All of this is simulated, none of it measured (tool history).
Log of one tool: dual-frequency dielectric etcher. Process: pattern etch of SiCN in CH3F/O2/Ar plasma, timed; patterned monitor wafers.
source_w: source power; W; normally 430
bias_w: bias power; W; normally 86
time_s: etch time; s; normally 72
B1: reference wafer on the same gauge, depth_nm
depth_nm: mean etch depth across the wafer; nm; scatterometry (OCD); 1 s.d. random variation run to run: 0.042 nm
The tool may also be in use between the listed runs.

{"run": 1, "hour": 0.0, "source_w": 510, "bias_w": 86, "time_s": 72, "B1": 28.3, "depth_nm": 28.73}
{"run": 2, "hour": 13.6, "source_w": 360, "bias_w": 103, "time_s": 72, "B1": 28.3, "depth_nm": 27.76}
{"run": 3, "hour": 27.8, "source_w": 360, "bias_w": 103, "time_s": 72, "B1": 28.29, "depth_nm": 27.73}
{"run": 4, "hour": 44.0, "source_w": 430, "bias_w": 86, "time_s": 72, "B1": 28.3, "depth_nm": 27.35}
{"run": 5, "hour": 54.4, "source_w": 430, "bias_w": 86, "time_s": 72, "B1": 28.3, "depth_nm": 27.36}
{"run": 6, "hour": 67.1, "source_w": 430, "bias_w": 86, "time_s": 72, "B1": 28.3, "depth_nm": 27.33}
{"run": 7, "hour": 102.7, "source_w": 430, "bias_w": 86, "time_s": 72, "B1": 28.29, "depth_nm": 28.29}
{"run": 8, "hour": 135.8, "source_w": 430, "bias_w": 86, "time_s": 61, "B1": 28.3, "depth_nm": 23.88}
{"run": 9, "hour": 136.1, "source_w": 460, "bias_w": 68, "time_s": 72, "B1": 28.3, "depth_nm": 26.85}
{"run": 10, "hour": 139.3, "source_w": 520, "bias_w": 108, "time_s": 64, "B1": 28.3, "depth_nm": 28.24}
{"run": 11, "hour": 151.6, "source_w": 340, "bias_w": 70, "time_s": 57, "B1": 28.31, "depth_nm": 19.84}
{"run": 12, "hour": 165.0, "source_w": 510, "bias_w": 74, "time_s": 89, "B1": 28.31, "depth_nm": 34.82}
{"run": 13, "hour": 179.5, "source_w": 430, "bias_w": 86, "time_s": 72, "B1": 28.31, "depth_nm": 28.18}
{"run": 14, "hour": 185.7, "source_w": 430, "bias_w": 104, "time_s": 86, "B1": 28.29, "depth_nm": 35.65}
{"run": 15, "hour": 202.8, "source_w": 340, "bias_w": 103, "time_s": 89, "B1": 28.3, "depth_nm": 34.76}
{"run": 16, "hour": 216.7, "source_w": 340, "bias_w": 86, "time_s": 65.5, "B1": 28.31, "depth_nm": 24.14}
{"run": 17, "hour": 224.7, "source_w": 430, "bias_w": 86, "time_s": 72, "B1": 28.29, "depth_nm": 28}

Missing from the log above: 5 entries noted between runs. For each, name the pair of listed runs it sits between and say how the tool's hidden condition differs from the listed run just before to the listed run just after:
Logged between run 6 and run 7: bias power generator calibrated (hour 75); wet clean of the chamber (hour 102.2)
  etch rate over this chamber's usual, %: -3.22 -> 0.254
  measured less the result without the state, depth_nm: -0.91 -> +0.07 nm
Logged between run 7 and run 8: upper electrode replaced (hour 131); source power generator calibrated (hour 135.3)
  etch rate over this chamber's usual, %: 0.254 -> 0.000398
  measured less the result without the state, depth_nm: +0.07 -> +0 nm
Logged between run 10 and run 11: gauge calibrated (hour 145.5)
  etch rate over this chamber's usual, %: -0.0264 -> -0.121
  measured less the result without the state, depth_nm: +0 -> -0.02 nm

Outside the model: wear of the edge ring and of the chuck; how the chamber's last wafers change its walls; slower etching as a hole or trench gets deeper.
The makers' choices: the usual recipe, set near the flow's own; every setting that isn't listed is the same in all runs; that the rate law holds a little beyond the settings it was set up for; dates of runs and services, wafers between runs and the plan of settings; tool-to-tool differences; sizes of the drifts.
